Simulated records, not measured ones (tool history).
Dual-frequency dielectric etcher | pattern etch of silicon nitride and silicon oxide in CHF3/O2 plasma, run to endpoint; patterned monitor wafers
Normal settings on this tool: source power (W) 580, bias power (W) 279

| run | hour | source power (W) | bias power (W) | incoming incoming film thickness, nm | endpoint time (s) |
|---|---|---|---|---|---|
| 1 | 0.0 | 580 | 279 | 218.9 | 121.0 |
|  | 34.6 | wet clean of the chamber |
| 2 | 35.1 | 580 | 279 | 218.5 | 125.4 |
| 3 | 61.8 | 580 | 279 | 218.1 | 125.2 |
| 4 | 244.1 | 610 | 319 | 218.4 | 112.8 |
| 5 | 293.0 | 580 | 279 | 219.0 | 123.1 |
| 6 | 356.6 | 580 | 279 | 218.7 | 122.2 |
|  | 424.5 | wet clean of the chamber |
| 7 | 425.0 | 580 | 279 | 218.2 | 133.2 |
| 8 | 486.1 | 540 | 279 | 218.3 | 138.2 |
| 9 | 511.0 | 540 | 279 | 218.0 | 139.6 |
| 10 | 551.3 | 580 | 279 | 218.2 | 132.9 |
| 11 | 661.9 | 580 | 250 | 218.4 | 139.5 |
| 12 | 716.7 | 580 | 250 | 217.1 | 137.4 |
| 13 | 769.7 | 580 | 250 | 220.6 | 140.2 |
|  | 833.2 | wet clean of the chamber, repeated, since the last time left the tool worse |
| 14 | 840.9 | 580 | 319 | 219.5 | 117.3 |
|  | 887.0 | source power generator calibrated |
| 15 | 910.4 | 660 | 320 | 216.0 | 107.7 |
| 16 | 972.2 | 580 | 243 | 219.6 | 135.2 |
| 17 | 1021.2 | 520 | 251 | 218.3 | 138.7 |
| 18 | 1070.8 | 700 | 254 | 219.7 | 117.3 |
| 19 | 1123.0 | 580 | 279 | 220.9 | 122.3 |
| 20 | 1175.1 | 580 | 279 | 219.3 | 122.6 |
| 21 | 1205.8 | 580 | 279 | 218.6 | 121.0 |
| 22 | 1240.8 | 710 | 326 | 217.7 | 100.2 |
|  | 1253.5 | bias power generator calibrated |
|  | 1275.3 | wet clean of the chamber |
| 23 | 1312.6 | 580 | 279 | 218.0 | 124.7 |
| 24 | 1373.9 | 580 | 279 | 217.2 | 124.9 |
|  | 1403.7 | upper electrode replaced |
| 25 | 1406.5 | 580 | 279 | 220.3 | 125.7 |
| 26 | 1465.8 | 470 | 279 | 217.0 | 136.8 |
| 27 | 1498.0 | 710 | 340 | 216.0 | 98.5 |
| 28 | 1545.9 | 630 | 302 | 218.4 | 114.0 |
| 29 | 1607.7 | 470 | 244 | 218.4 | 146.3 |
| 30 | 1657.7 | 680 | 238 | 220.6 | 123.8 |
|  | 1729.3 | wet clean of the chamber |
| 31 | 1729.8 | 580 | 254 | 220.4 | 133.3 |
| 32 | 1770.3 | 450 | 255 | 216.3 | 146.4 |
| 33 | 1975.0 | 680 | 252 | 220.2 | 120.4 |

Hidden state, per run?
source power that arrives over what is set, %: 0 on each run
bias power that arrives over what is set, %: 0 on each run
H1: etch rate over this chamber's usual, %
| run | H1 |
|---|---|
| 1 | 3.78 |
| 2 | -0.357 |
| 3 | -0.0922 |
| 4 | 1.72 |
| 5 | 2.2 |
| 6 | 2.84 |
| 7 | -6.9 |
| 8 | -6.29 |
| 9 | -6.04 |
| 10 | -5.64 |
| 11 | -4.54 |
| 12 | -4 |
| 13 | -3.47 |
| 14 | 0.239 |
| 15 | 0.929 |
| 16 | 1.54 |
| 17 | 2.03 |
| 18 | 2.52 |
| 19 | 3.04 |
| 20 | 3.56 |
| 21 | 3.86 |
| 22 | 4.21 |
| 23 | -0.0928 |
| 24 | 0.516 |
| 25 | 0.84 |
| 26 | 1.43 |
| 27 | 1.75 |
| 28 | 2.22 |
| 29 | 2.84 |
| 30 | 3.33 |
| 31 | 0.817 |
| 32 | 1.22 |
| 33 | 3.25 |

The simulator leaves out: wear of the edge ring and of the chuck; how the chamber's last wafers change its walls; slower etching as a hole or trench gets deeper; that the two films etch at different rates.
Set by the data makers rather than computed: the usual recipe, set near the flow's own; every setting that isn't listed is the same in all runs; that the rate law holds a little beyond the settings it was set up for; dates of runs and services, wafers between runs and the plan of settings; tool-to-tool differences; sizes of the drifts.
